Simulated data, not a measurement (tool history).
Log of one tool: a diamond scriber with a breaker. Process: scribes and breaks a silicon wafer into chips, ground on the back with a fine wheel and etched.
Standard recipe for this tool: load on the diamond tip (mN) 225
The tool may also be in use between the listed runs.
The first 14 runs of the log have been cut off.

run	hour	load on the diamond tip (mN)	wafers since the last listed run	hours since the diamond tip was replaced	hours since the load on the tip was calibrated	incoming depth of the damage left on the back of the incoming wafer, um	depth of the median crack under the scribed line (µm)	chips rejected at inspection after the break (%)
# hour 191.3: diamond tip replaced by a new one, of another model than before
15	192.0	275	18	0.7	2101.9	0.33	15.22	2.04
# hour 205.4: load on the tip recalibrated
16	205.9	275	17	14.6	0.5	0.76	15.19	2.14
17	218.9	225	18	27.6	13.5	0.52	14.15	0.72
18	232.6	225	19	41.3	27.2	0.54	13.47	0.72
19	247.6	225	21	56.3	42.2	0.79	13.46	0.67
20	254.0	197	9	62.7	48.6	0.65	12.93	1.75
21	271.1	186	24	79.8	65.7	0.45	12.33	2.71
22	286.7	274	22	95.4	81.3	0.65	14.81	1.58
23	300.5	258	20	109.2	95.1	0.56	14.80	0.95
24	311.3	281	15	120.0	105.9	0.48	14.69	1.99
25	323.2	225	17	131.9	117.8	0.75	13.20	0.88
26	333.6	225	15	142.3	128.2	0.62	13.18	0.93
27	342.4	225	12	151.1	137.0	0.37	13.79	0.78
28	356.6	202	20	165.3	151.2	0.32	12.85	2.31
29	362.8	247	9	171.5	157.4	0.43	13.82	0.67
30	377.2	225	20	185.9	171.8	0.46	13.35	0.88
31	386.9	275	14	195.6	181.5	0.74	14.79	1.27
32	404.2	288	25	212.9	198.8	0.45	14.60	1.92
33	410.8	284	9	219.5	205.4	0.40	14.78	1.66
34	420.6	279	14	229.3	215.2	0.64	14.60	1.34
35	437.1	272	24	245.8	231.7	0.60	14.56	0.93
36	446.6	225	13	255.3	241.2	0.59	13.08	1.06
37	455.6	225	13	264.3	250.2	0.36	13.27	1.31

For run 38, what comes out?
38	479.5	292	34	288.2	274.1	0.42	?	?

Run 38 produced depth of the median crack under the scribed line (µm) 15.35, chips rejected at inspection after the break (%) 1.72.
Without the tool's hidden state the same run would have given depth of the median crack under the scribed line (µm) 16.26, chips rejected at inspection after the break (%) 4.08.
